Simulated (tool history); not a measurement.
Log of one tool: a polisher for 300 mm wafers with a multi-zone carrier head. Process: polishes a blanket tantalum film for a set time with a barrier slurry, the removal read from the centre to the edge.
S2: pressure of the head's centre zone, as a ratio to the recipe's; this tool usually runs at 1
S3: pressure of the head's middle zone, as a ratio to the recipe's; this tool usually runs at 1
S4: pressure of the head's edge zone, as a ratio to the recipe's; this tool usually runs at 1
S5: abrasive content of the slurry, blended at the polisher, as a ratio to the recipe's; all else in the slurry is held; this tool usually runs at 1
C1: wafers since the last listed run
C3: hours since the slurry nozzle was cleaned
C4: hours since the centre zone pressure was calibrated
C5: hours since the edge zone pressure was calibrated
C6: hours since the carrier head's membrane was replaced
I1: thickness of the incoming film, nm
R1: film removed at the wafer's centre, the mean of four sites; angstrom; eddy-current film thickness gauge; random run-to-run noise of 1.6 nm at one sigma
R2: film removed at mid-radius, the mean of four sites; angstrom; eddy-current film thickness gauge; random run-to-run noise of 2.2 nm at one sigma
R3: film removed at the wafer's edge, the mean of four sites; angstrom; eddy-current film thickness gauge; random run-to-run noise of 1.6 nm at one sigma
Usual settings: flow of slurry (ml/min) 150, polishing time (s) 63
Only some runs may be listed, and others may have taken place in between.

run 1 hour=0 | flow_of_slurry_(ml/min)=150 S2=1 S3=1 S4=0.92 S5=1 polishing_time_(s)=63 | C1=0 wafers_polished_on_this_pad=764 C3=25.5 C4=230.2 C5=1197.6 C6=1456.1 | I1=383.1 | R1=1539 R2=1483 R3=1432
-- hour=16.4 carrier head's membrane replaced by a new one
run 2 hour=16.9 | flow_of_slurry_(ml/min)=150 S2=1 S3=1.07 S4=1 S5=0.85 polishing_time_(s)=63 | C1=107 wafers_polished_on_this_pad=872 C3=42.4 C4=247.1 C5=1214.5 C6=0.5 | I1=380.3 | R1=1385 R2=1443 R3=1306
run 3 hour=81.9 | flow_of_slurry_(ml/min)=150 S2=1 S3=1 S4=1 S5=1 polishing_time_(s)=63 | C1=587 wafers_polished_on_this_pad=1459 C3=107.4 C4=312.1 C5=1279.5 C6=65.5 | I1=378.3 | R1=1507 R2=1468 R3=1497
run 4 hour=112.8 | flow_of_slurry_(ml/min)=150 S2=1 S3=1.04 S4=1 S5=1 polishing_time_(s)=63 | C1=279 wafers_polished_on_this_pad=1738 C3=138.3 C4=343 C5=1310.4 C6=96.4 | I1=382.7 | R1=1521 R2=1536 R3=1469
run 5 hour=148.7 | flow_of_slurry_(ml/min)=150 S2=1 S3=1.03 S4=1 S5=1 polishing_time_(s)=63 | C1=324 wafers_polished_on_this_pad=2063 C3=174.2 C4=378.9 C5=1346.3 C6=132.3 | I1=375.5 | R1=1519 R2=1529 R3=1421
-- hour=154.5 worn pad replaced by a new one
run 6 hour=180.4 | flow_of_slurry_(ml/min)=150 S2=0.91 S3=0.88 S4=1.07 S5=1.2 polishing_time_(s)=63 | C1=250 wafers_polished_on_this_pad=234 C3=205.9 C4=410.6 C5=1378 C6=164 | I1=377.9 | R1=1480 R2=1441 R3=1601
run 7 hour=213.2 | flow_of_slurry_(ml/min)=150 S2=1 S3=1 S4=0.92 S5=1.25 polishing_time_(s)=63 | C1=296 wafers_polished_on_this_pad=530 C3=238.7 C4=443.4 C5=1410.8 C6=196.8 | I1=381.5 | R1=1663 R2=1636 R3=1539
-- hour=240.1 slurry nozzle cleaned
run 8 hour=300.2 | flow_of_slurry_(ml/min)=150 S2=1 S3=1 S4=1 S5=1 polishing_time_(s)=63 | C1=777 wafers_polished_on_this_pad=1307 C3=60.1 C4=530.4 C5=1497.8 C6=283.8 | I1=379.2 | R1=1515 R2=1472 R3=1465
-- hour=333 edge zone pressure recalibrated
run 9 hour=335.7 | flow_of_slurry_(ml/min)=150 S2=1 S3=0.9 S4=1 S5=0.8 polishing_time_(s)=63 | C1=302 wafers_polished_on_this_pad=1610 C3=95.6 C4=565.9 C5=2.7 C6=319.3 | I1=377 | R1=1296 R2=1189 R3=1288
-- hour=353.7 centre zone pressure recalibrated
run 10 hour=365.4 | flow_of_slurry_(ml/min)=150 S2=1 S3=1 S4=1 S5=1 polishing_time_(s)=63 | C1=250 wafers_polished_on_this_pad=1860 C3=125.3 C4=11.7 C5=32.4 C6=349 | I1=382.7 | R1=1518 R2=1435 R3=1462
-- hour=398.1 worn pad replaced by a new one
run 11 hour=398.6 | flow_of_slurry_(ml/min)=150 S2=1 S3=1 S4=0.88 S5=1 polishing_time_(s)=63 | C1=263 wafers_polished_on_this_pad=4 C3=158.5 C4=44.9 C5=65.6 C6=382.2 | I1=380.7 | R1=1531 R2=1495 R3=1406
run 12 hour=417.6 | flow_of_slurry_(ml/min)=150 S2=1 S3=1 S4=1 S5=1 polishing_time_(s)=63 | C1=171 wafers_polished_on_this_pad=175 C3=177.5 C4=63.9 C5=84.6 C6=401.2 | I1=375.1 | R1=1498 R2=1462 R3=1451
run 13 hour=445 | flow_of_slurry_(ml/min)=150 S2=0.93 S3=0.89 S4=1.04 S5=0.7 polishing_time_(s)=63 | C1=247 wafers_polished_on_this_pad=423 C3=204.9 C4=91.3 C5=112 C6=428.6 | I1=386.4 | R1=1080 R2=1081 R3=1148
run 14 hour=465.6 | flow_of_slurry_(ml/min)=150 S2=1.04 S3=1 S4=1 S5=1 polishing_time_(s)=63 | C1=186 wafers_polished_on_this_pad=609 C3=225.5 C4=111.9 C5=132.6 C6=449.2 | I1=385.8 | R1=1593 R2=1497 R3=1432
run 15 hour=478.7 | flow_of_slurry_(ml/min)=150 S2=1 S3=1.07 S4=1.12 S5=1 polishing_time_(s)=63 | C1=118 wafers_polished_on_this_pad=728 C3=238.6 C4=125 C5=145.7 C6=462.3 | I1=379.4 | R1=1502 R2=1609 R3=1514
run 16 hour=510.8 | flow_of_slurry_(ml/min)=150 S2=1 S3=1 S4=1 S5=1 polishing_time_(s)=63 | C1=290 wafers_polished_on_this_pad=1018 C3=270.7 C4=157.1 C5=177.8 C6=494.4 | I1=375 | R1=1515 R2=1477 R3=1470
-- hour=528.1 slurry nozzle cleaned
run 17 hour=543.9 | flow_of_slurry_(ml/min)=150 S2=1 S3=1 S4=1.06 S5=1 polishing_time_(s)=63 | C1=290 wafers_polished_on_this_pad=1308 C3=15.8 C4=190.2 C5=210.9 C6=527.5 | I1=381 | R1=1517 R2=1498 R3=1492
run 18 hour=567 | flow_of_slurry_(ml/min)=150 S2=1.08 S3=1 S4=1 S5=1.25 polishing_time_(s)=63 | C1=208 wafers_polished_on_this_pad=1517 C3=38.9 C4=213.3 C5=234 C6=550.6 | I1=385 | R1=1805 R2=1641 R3=1604
run 19 hour=593.8 | flow_of_slurry_(ml/min)=130 S2=1 S3=1 S4=0.89 S5=1 polishing_time_(s)=63 | C1=242 wafers_polished_on_this_pad=1759 C3=65.7 C4=240.1 C5=260.8 C6=577.4 | I1=378.7 | R1=1471 R2=1418 R3=1378
run 20 hour=613.8 | flow_of_slurry_(ml/min)=150 S2=0.9 S3=1.09 S4=1 S5=0.8 polishing_time_(s)=46 | C1=180 wafers_polished_on_this_pad=1939 C3=85.7 C4=260.1 C5=280.8 C6=597.4 | I1=381.8 | R1=860 R2=998 R3=934
-- hour=625 worn pad replaced by a new one
run 21 hour=642 | flow_of_slurry_(ml/min)=120 S2=1 S3=1.07 S4=0.94 S5=1 polishing_time_(s)=63 | C1=218 wafers_polished_on_this_pad=153 C3=113.9 C4=288.3 C5=309 C6=625.6 | I1=385.6 | R1=1437 R2=1540 R3=1373

Below are 4 alternative next runs, each starting from the tool's condition after run 21. Predict each:
run A hour=642.4 | flow_of_slurry_(ml/min)=150 S2=1 S3=1 S4=1 S5=1 polishing_time_(s)=63 | C1=3 wafers_polished_on_this_pad=157 C3=114.3 C4=288.7 C5=309.4 C6=626 | I1=372.6 | R1=? R2=? R3=?
run B hour=642.4 | flow_of_slurry_(ml/min)=150 S2=1 S3=1 S4=1.12 S5=0.9 polishing_time_(s)=63 | C1=3 wafers_polished_on_this_pad=157 C3=114.3 C4=288.7 C5=309.4 C6=626 | I1=372.6 | R1=? R2=? R3=?
run C hour=642.4 | flow_of_slurry_(ml/min)=135 S2=0.96 S3=1 S4=0.9 S5=1.1 polishing_time_(s)=63 | C1=3 wafers_polished_on_this_pad=157 C3=114.3 C4=288.7 C5=309.4 C6=626 | I1=372.6 | R1=? R2=? R3=?
run D hour=642.4 | flow_of_slurry_(ml/min)=150 S2=1.06 S3=1.11 S4=1.08 S5=1 polishing_time_(s)=51 | C1=3 wafers_polished_on_this_pad=157 C3=114.3 C4=288.7 C5=309.4 C6=626 | I1=372.6 | R1=? R2=? R3=?

run=A R1=1530 R2=1452 R3=1467
run=B R1=1446 R2=1372 R3=1441
run=C R1=1492 R2=1480 R3=1456
run=D R1=1315 R2=1284 R3=1217
With no hidden state in the tool, these same runs would have given:
run=A R1=1530 R2=1452 R3=1467
run=B R1=1446 R2=1372 R3=1441
run=C R1=1492 R2=1480 R3=1456
run=D R1=1315 R2=1284 R3=1217

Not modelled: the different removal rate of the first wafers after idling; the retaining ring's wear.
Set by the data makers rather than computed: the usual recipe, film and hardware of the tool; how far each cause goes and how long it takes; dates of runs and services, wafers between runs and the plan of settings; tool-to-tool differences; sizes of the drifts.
